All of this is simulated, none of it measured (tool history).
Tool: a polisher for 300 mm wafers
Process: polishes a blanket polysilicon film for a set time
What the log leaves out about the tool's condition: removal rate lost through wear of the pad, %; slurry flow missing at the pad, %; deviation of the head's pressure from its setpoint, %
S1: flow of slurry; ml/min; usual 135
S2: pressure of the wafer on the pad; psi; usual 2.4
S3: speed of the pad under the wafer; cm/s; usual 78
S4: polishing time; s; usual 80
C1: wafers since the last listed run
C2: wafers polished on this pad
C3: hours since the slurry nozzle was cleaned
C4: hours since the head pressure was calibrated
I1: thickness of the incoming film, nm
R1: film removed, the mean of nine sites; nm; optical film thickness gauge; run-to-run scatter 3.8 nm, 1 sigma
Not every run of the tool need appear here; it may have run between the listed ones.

run,hour,S1,S2,S3,S4,C1,C2,C3,C4,I1,R1
1,0.0,100,2.4,78,65,0,712,482.6,266.7,1242.6,392.2
2,38.4,100,2.4,78,65,402,1115,521.0,305.1,1274.8,399.2
# hour 61.7: head pressure recalibrated
# hour 73.5: slurry nozzle cleaned
3,94.7,120,2.4,78,80,558,1674,21.2,33.0,1251.9,511.4
4,134.7,120,2.4,78,80,419,2093,61.2,73.0,1240.2,510.7
# hour 249.9: worn pad replaced by a new one
5,251.9,120,2.4,78,80,1187,20,178.4,190.2,1263.2,515.0
6,350.4,100,2.4,78,80,1032,1053,276.9,288.7,1283.2,490.0
7,388.8,100,2.4,78,80,402,1456,315.3,327.1,1245.8,493.8
# hour 416.0: head pressure recalibrated
8,423.4,100,2.4,78,80,341,1798,349.9,7.4,1265.1,491.2
9,448.9,135,2.4,78,80,267,2065,375.4,32.9,1255.3,521.6
10,513.4,135,2.4,78,80,676,2742,439.9,97.4,1256.6,517.1
11,542.7,125,2.1,78,80,307,3049,469.2,126.7,1248.2,450.7
12,573.6,125,2.1,78,80,324,3373,500.1,157.6,1249.9,453.4
13,602.1,125,2.1,78,80,298,3672,528.6,186.1,1274.4,452.8
# hour 630.6: worn pad replaced by a new one
14,654.2,135,2.4,78,80,504,247,580.7,238.2,1269.2,520.2
# hour 661.6: slurry nozzle cleaned
15,731.6,135,2.4,78,80,801,1048,70.0,315.6,1249.9,528.1
# hour 745.5: head pressure recalibrated
16,778.6,135,2.4,78,80,471,1520,117.0,33.1,1261.9,518.5
17,818.0,135,2.4,100,80,413,1933,156.4,72.5,1279.4,616.1
18,870.2,100,2.4,78,80,547,2481,208.6,124.7,1256.0,484.4
# hour 932.2: worn pad replaced by a new one
19,932.7,135,3.1,70,80,613,5,271.1,187.2,1237.4,628.9
20,989.5,135,1.8,78,104,595,600,327.9,244.0,1284.5,513.5
21,1049.5,120,1.6,78,80,629,1230,387.9,304.0,1252.9,337.5
22,1099.5,165,2.4,78,80,524,1754,437.9,354.0,1282.3,540.1
# hour 1104.1: head pressure recalibrated
23,1125.8,135,2.4,78,80,254,2009,464.2,21.7,1265.5,526.0
24,1150.6,100,2.4,78,65,260,2269,489.0,46.5,1248.8,401.1
25,1192.8,110,1.6,54,80,442,2712,531.2,88.7,1272.3,268.0
# hour 1211.1: slurry nozzle cleaned
26,1221.5,170,2.4,78,80,290,3002,10.4,117.4,1259.0,544.3
# hour 1258.0: worn pad replaced by a new one
27,1284.9,115,2.7,62,96,622,281,73.8,180.8,1242.7,588.2
28,1351.4,155,2.9,78,80,697,979,140.3,247.3,1263.9,646.9
29,1416.1,135,3.1,78,90,678,1657,205.0,312.0,1271.1,759.7
# hour 1440.2: head pressure recalibrated
30,1459.8,110,2.8,54,96,437,2095,248.7,19.6,1266.6,560.8
31,1499.2,175,2.4,100,102,413,2508,288.1,59.0,1273.0,812.1
32,1548.9,100,2.4,78,65,521,3029,337.8,108.7,1273.3,399.1
# hour 1577.4: worn pad replaced by a new one
33,1586.1,135,2.4,78,80,348,91,375.0,145.9,1252.2,526.0
34,1640.8,115,1.8,78,80,573,665,429.7,200.6,1261.7,383.8
35,1667.9,95,2.4,78,80,284,949,456.8,227.7,1244.8,487.9

State the hidden condition of the tool at each of the runs:
removal rate lost through wear of the pad, %: 0 on each run
slurry flow missing at the pad, %: 0 on each run
deviation of the head's pressure from its setpoint, %: 0 on each run
